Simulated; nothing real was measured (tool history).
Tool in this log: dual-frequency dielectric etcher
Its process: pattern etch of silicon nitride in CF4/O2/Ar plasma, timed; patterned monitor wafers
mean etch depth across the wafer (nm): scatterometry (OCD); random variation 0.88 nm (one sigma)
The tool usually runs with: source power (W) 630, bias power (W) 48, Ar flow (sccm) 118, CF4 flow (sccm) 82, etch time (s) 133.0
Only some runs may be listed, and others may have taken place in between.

| run | day | source power (W) | bias power (W) | Ar flow (sccm) | CF4 flow (sccm) | etch time (s) | wafers since the last listed run | hours since the last wet clean | hours since the last source power generator calibration | hours since the last bias power generator calibration | hours since the last Ar flow controller change | hours since the last CF4 flow controller change | hours since the last upper electrode change | hours since the gauge calibration | read-back reference wafer on the same gauge, depth_nm | mean etch depth across the wafer (nm) |
|---|---|---|---|---|---|---|---|---|---|---|---|---|---|---|---|---|
| 1 | 0.000 | 630 | 48 | 118 | 82 | 133.0 | 0 | 507.7 | 107.4 | 4071.7 | 5862.6 | 2204.6 | 2757.8 | 853.3 | 317.0 | 301.3 |
|  | 1.162 | gauge calibrated |
| 2 | 1.175 | 690 | 48 | 141 | 82 | 133.0 | 312 | 535.9 | 135.6 | 4099.9 | 5890.8 | 2232.8 | 2786.0 | 0.3 | 317.0 | 315.7 |
| 3 | 2.550 | 630 | 48 | 104 | 99 | 133.0 | 365 | 568.9 | 168.6 | 4132.9 | 5923.8 | 2265.8 | 2819.0 | 33.3 | 316.6 | 314.6 |
| 4 | 3.279 | 770 | 57 | 118 | 93 | 101.0 | 193 | 586.4 | 186.1 | 4150.4 | 5941.3 | 2283.3 | 2836.5 | 50.8 | 317.0 | 290.0 |
|  | 5.350 | wet clean of the chamber |
| 5 | 5.371 | 510 | 48 | 98 | 82 | 133.0 | 290 | 0.5 | 236.3 | 4200.6 | 5991.5 | 2333.5 | 2886.7 | 101.0 | 317.0 | 261.3 |
| 6 | 6.071 | 630 | 48 | 118 | 82 | 133.0 | 186 | 17.3 | 253.1 | 4217.4 | 6008.3 | 2350.3 | 2903.5 | 117.8 | 317.0 | 297.1 |
|  | 6.733 | CF4 flow controller replaced |
|  | 9.379 | upper electrode replaced |
|  | 9.442 | Ar flow controller replaced |
| 7 | 9.462 | 570 | 48 | 105 | 82 | 133.0 | 553 | 98.7 | 334.5 | 4298.8 | 0.5 | 65.5 | 2.0 | 199.2 | 317.0 | 280.9 |
| 8 | 12.988 | 630 | 40 | 118 | 82 | 133.0 | 937 | 183.3 | 419.1 | 4383.4 | 85.1 | 150.1 | 86.6 | 283.8 | 316.8 | 280.4 |
| 9 | 13.688 | 630 | 48 | 118 | 82 | 133.0 | 186 | 200.1 | 435.9 | 4400.2 | 101.9 | 166.9 | 103.4 | 300.6 | 316.9 | 300.7 |
| 10 | 14.571 | 630 | 48 | 118 | 82 | 133.0 | 234 | 221.3 | 457.1 | 4421.4 | 123.1 | 188.1 | 124.6 | 321.8 | 316.6 | 299.1 |
|  | 15.604 | bias power generator calibrated |
| 11 | 15.775 | 680 | 53 | 93 | 74 | 133.0 | 275 | 250.2 | 486.0 | 4.1 | 152.0 | 217.0 | 153.5 | 350.7 | 316.9 | 337.9 |
| 12 | 17.267 | 630 | 48 | 118 | 82 | 133.0 | 396 | 286.0 | 521.8 | 39.9 | 187.8 | 252.8 | 189.3 | 386.5 | 317.2 | 302.4 |
| 13 | 18.288 | 630 | 60 | 132 | 82 | 133.0 | 271 | 310.5 | 546.3 | 64.4 | 212.3 | 277.3 | 213.8 | 411.0 | 316.9 | 323.5 |
| 14 | 21.817 | 630 | 48 | 132 | 82 | 133.0 | 938 | 395.2 | 631.0 | 149.1 | 297.0 | 362.0 | 298.5 | 495.7 | 317.0 | 295.7 |
| 15 | 22.488 | 630 | 48 | 139 | 82 | 115.0 | 178 | 411.3 | 647.1 | 165.2 | 313.1 | 378.1 | 314.6 | 511.8 | 316.7 | 253.0 |
| 16 | 23.350 | 630 | 48 | 99 | 82 | 164.5 | 229 | 432.0 | 667.8 | 185.9 | 333.8 | 398.8 | 335.3 | 532.5 | 316.8 | 383.5 |
| 17 | 24.217 | 630 | 53 | 118 | 82 | 133.0 | 230 | 452.8 | 688.6 | 206.7 | 354.6 | 419.6 | 356.1 | 553.3 | 316.9 | 313.6 |
| 18 | 25.942 | 630 | 41 | 118 | 93 | 133.0 | 458 | 494.2 | 730.0 | 248.1 | 396.0 | 461.0 | 397.5 | 594.7 | 317.0 | 290.7 |
| 19 | 27.158 | 760 | 48 | 145 | 82 | 152.0 | 323 | 523.4 | 759.2 | 277.3 | 425.2 | 490.2 | 426.7 | 623.9 | 317.0 | 385.8 |
| 20 | 28.571 | 630 | 58 | 118 | 82 | 133.0 | 375 | 557.3 | 793.1 | 311.2 | 459.1 | 524.1 | 460.6 | 657.8 | 317.1 | 325.2 |
| 21 | 29.154 | 490 | 58 | 118 | 82 | 162.5 | 155 | 571.3 | 807.1 | 325.2 | 473.1 | 538.1 | 474.6 | 671.8 | 316.8 | 330.2 |

Each row is a separate what-if for the run after 21, all from the same tool condition, not one after another. Results?
| A | 29.175 | 630 | 48 | 118 | 82 | 117.5 | 5 | 571.8 | 807.6 | 325.7 | 473.6 | 538.6 | 475.1 | 672.3 | ? | ? |
| B | 29.175 | 700 | 48 | 139 | 66 | 133.0 | 5 | 571.8 | 807.6 | 325.7 | 473.6 | 538.6 | 475.1 | 672.3 | ? | ? |
| C | 29.175 | 770 | 48 | 118 | 82 | 111.5 | 5 | 571.8 | 807.6 | 325.7 | 473.6 | 538.6 | 475.1 | 672.3 | ? | ? |
| D | 29.175 | 480 | 48 | 105 | 82 | 151.0 | 5 | 571.8 | 807.6 | 325.7 | 473.6 | 538.6 | 475.1 | 672.3 | ? | ? |

| run | read-back reference wafer on the same gauge, depth_nm | mean etch depth across the wafer (nm) |
|---|---|---|
| A | 316.9 | 268.1 |
| B | 316.9 | 312.5 |
| C | 316.9 | 296.6 |
| D | 316.9 | 286.0 |
Without the tool's unlogged condition, the same runs would have read:
| run | mean etch depth across the wafer (nm) |
|---|---|
| A | 265.7 |
| B | 309.7 |
| C | 293.9 |
| D | 283.5 |
